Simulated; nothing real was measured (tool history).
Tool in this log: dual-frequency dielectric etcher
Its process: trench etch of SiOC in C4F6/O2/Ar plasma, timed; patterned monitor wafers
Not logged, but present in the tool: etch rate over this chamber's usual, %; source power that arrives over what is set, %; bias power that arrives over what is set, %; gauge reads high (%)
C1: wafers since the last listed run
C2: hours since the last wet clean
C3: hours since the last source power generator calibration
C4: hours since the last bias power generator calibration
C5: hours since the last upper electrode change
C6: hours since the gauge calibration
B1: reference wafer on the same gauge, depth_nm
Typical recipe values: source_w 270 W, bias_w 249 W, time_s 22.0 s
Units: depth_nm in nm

Run 1, hour 0.0: usual settings; C1 0; C2 351.1; C3 2512.5; C4 1578.3; C5 2180.9; C6 999.3; B1 44.74. Result: depth_nm 41.21 nm.
Run 2, hour 79.4: usual settings; C1 1623; C2 430.5; C3 2591.9; C4 1657.7; C5 2260.3; C6 1078.7; B1 44.79. Result: depth_nm 41.25 nm.
At hour 143.8: wet clean of the chamber.
Run 3, hour 145.5: usual settings but bias_w 275 W; C1 860; C2 1.7; C3 2658.0; C4 1723.8; C5 2326.4; C6 1144.8; B1 44.81. Result: depth_nm 43.01 nm.
Run 4, hour 195.4: usual settings but bias_w 218 W; C1 1020; C2 51.6; C3 2707.9; C4 1773.7; C5 2376.3; C6 1194.7; B1 44.84. Result: depth_nm 38.19 nm.
Run 5, hour 277.6: usual settings; C1 1680; C2 133.8; C3 2790.1; C4 1855.9; C5 2458.5; C6 1276.9; B1 44.84. Result: depth_nm 41.03 nm.
Run 6, hour 347.1: usual settings; C1 1421; C2 203.3; C3 2859.6; C4 1925.4; C5 2528.0; C6 1346.4; B1 44.86. Result: depth_nm 40.89 nm.
Run 7, hour 408.1: usual settings but time_s 19.0 s; C1 1247; C2 264.3; C3 2920.6; C4 1986.4; C5 2589.0; C6 1407.4; B1 44.88. Result: depth_nm 35.49 nm.
Run 8, hour 477.4: usual settings but time_s 19.0 s; C1 1417; C2 333.6; C3 2989.9; C4 2055.7; C5 2658.3; C6 1476.7; B1 44.78. Result: depth_nm 35.58 nm.
Run 9, hour 530.8: usual settings; C1 1091; C2 387.0; C3 3043.3; C4 2109.1; C5 2711.7; C6 1530.1; B1 44.79. Result: depth_nm 40.95 nm.
At hour 607.2: wet clean of the chamber.
Run 10, hour 607.7: usual settings but time_s 17.0 s; C1 1081; C2 0.5; C3 3120.2; C4 2186.0; C5 2788.6; C6 1607.0; B1 44.80. Result: depth_nm 31.59 nm.
Run 11, hour 689.0: usual settings; C1 1662; C2 81.8; C3 3201.5; C4 2267.3; C5 2869.9; C6 1688.3; B1 44.77. Result: depth_nm 40.57 nm.
Run 12, hour 779.2: usual settings; C1 1844; C2 172.0; C3 3291.7; C4 2357.5; C5 2960.1; C6 1778.5; B1 44.80. Result: depth_nm 40.33 nm.
Run 13, hour 815.7: usual settings; C1 746; C2 208.5; C3 3328.2; C4 2394.0; C5 2996.6; C6 1815.0; B1 44.82. Result: depth_nm 40.88 nm.
Run 14, hour 862.5: usual settings but bias_w 214 W, time_s 15.5 s; C1 956; C2 255.3; C3 3375.0; C4 2440.8; C5 3043.4; C6 1861.8; B1 44.76. Result: depth_nm 26.48 nm.
At hour 931.8: upper electrode replaced.
Run 15, hour 941.4: usual settings but time_s 24.0 s; C1 1122; C2 334.2; C3 3453.9; C4 2519.7; C5 9.6; C6 1940.7; B1 44.88. Result: depth_nm 44.38 nm.
Run 16, hour 982.0: usual settings but time_s 16.0 s; C1 830; C2 374.8; C3 3494.5; C4 2560.3; C5 50.2; C6 1981.3; B1 44.80. Result: depth_nm 29.57 nm.
At hour 1016.5: wet clean of the chamber.
At hour 1037.4: bias power generator calibrated.
Run 17, hour 1037.9: usual settings but source_w 330 W; C1 570; C2 21.4; C3 3550.4; C4 0.5; C5 106.1; C6 2037.2; B1 44.81. Result: depth_nm 44.14 nm.
At hour 1075.1: gauge calibrated.
Run 18, hour 1132.0: usual settings but bias_w 265 W, time_s 17.0 s; C1 1924; C2 115.5; C3 3644.5; C4 94.6; C5 200.2; C6 56.9; B1 44.77. Result: depth_nm 32.91 nm.
Run 19, hour 1224.1: usual settings; C1 1883; C2 207.6; C3 3736.6; C4 186.7; C5 292.3; C6 149.0; B1 44.79. Result: depth_nm 41.25 nm.
Run 20, hour 1266.7: usual settings; C1 871; C2 250.2; C3 3779.2; C4 229.3; C5 334.9; C6 191.6; B1 44.79. Result: depth_nm 41.06 nm.
Run 21, hour 1326.0: usual settings but source_w 230 W, bias_w 205 W, time_s 20.0 s; C1 1212; C2 309.5; C3 3838.5; C4 288.6; C5 394.2; C6 250.9; B1 44.75. Result: depth_nm 31.95 nm.
Run 22, hour 1371.9: usual settings but source_w 290 W; C1 938; C2 355.4; C3 3884.4; C4 334.5; C5 440.1; C6 296.8; B1 44.73. Result: depth_nm 42.14 nm.
Run 23, hour 1415.1: usual settings but source_w 300 W; C1 883; C2 398.6; C3 3927.6; C4 377.7; C5 483.3; C6 340.0; B1 44.74. Result: depth_nm 42.57 nm.
Run 24, hour 1500.5: usual settings; C1 1746; C2 484.0; C3 4013.0; C4 463.1; C5 568.7; C6 425.4; B1 44.76. Result: depth_nm 41.20 nm.
At hour 1549.9: source power generator calibrated.
At hour 1557.6: wet clean of the chamber.
Run 25, hour 1595.0: usual settings but bias_w 289 W; C1 1692; C2 37.4; C3 45.1; C4 557.6; C5 663.2; C6 519.9; B1 44.80. Result: depth_nm 44.42 nm.
Run 26, hour 1895.3: usual settings; C1 6140; C2 337.7; C3 345.4; C4 857.9; C5 963.5; C6 820.2; B1 44.79. Result: depth_nm 41.13 nm.
Run 27, hour 1973.9: usual settings but bias_w 269 W, time_s 27.0 s; C1 1607; C2 416.3; C3 424.0; C4 936.5; C5 1042.1; C6 898.8; B1 44.75. Result: depth_nm 52.45 nm.
At hour 2023.2: wet clean of the chamber.
Run 28, hour 2057.9: usual settings but source_w 290 W, time_s 16.0 s; C1 1226; C2 34.7; C3 508.0; C4 1020.5; C5 1126.1; C6 982.8; B1 44.81. Result: depth_nm 30.68 nm.
Run 29, hour 2133.5: usual settings; C1 1545; C2 110.3; C3 583.6; C4 1096.1; C5 1201.7; C6 1058.4; B1 44.74. Result: depth_nm 41.04 nm.

What if the next run were any one of these 4? Each begins from the tool's condition after run 29:
Run A, hour 2133.9: usual settings; C1 8; C2 110.7; C3 584.0; C4 1096.5; C5 1202.1; C6 1058.8; B1 ?. Result: depth_nm ?.
Run B, hour 2133.9: usual settings but source_w 240 W, time_s 25.0 s; C1 8; C2 110.7; C3 584.0; C4 1096.5; C5 1202.1; C6 1058.8; B1 ?. Result: depth_nm ?.
Run C, hour 2133.9: usual settings but time_s 28.5 s; C1 8; C2 110.7; C3 584.0; C4 1096.5; C5 1202.1; C6 1058.8; B1 ?. Result: depth_nm ?.
Run D, hour 2133.9: usual settings but source_w 200 W, bias_w 220 W, time_s 17.0 s; C1 8; C2 110.7; C3 584.0; C4 1096.5; C5 1202.1; C6 1058.8; B1 ?. Result: depth_nm ?.

run     B1  depth_nm
  A  44.84     40.99
  B  44.84     44.77
  C  44.84     53.11
  D  44.84     26.89
With no hidden state in the tool, these same runs would have given:
run  depth_nm
  A     41.40
  B     45.22
  C     53.63
  D     27.16
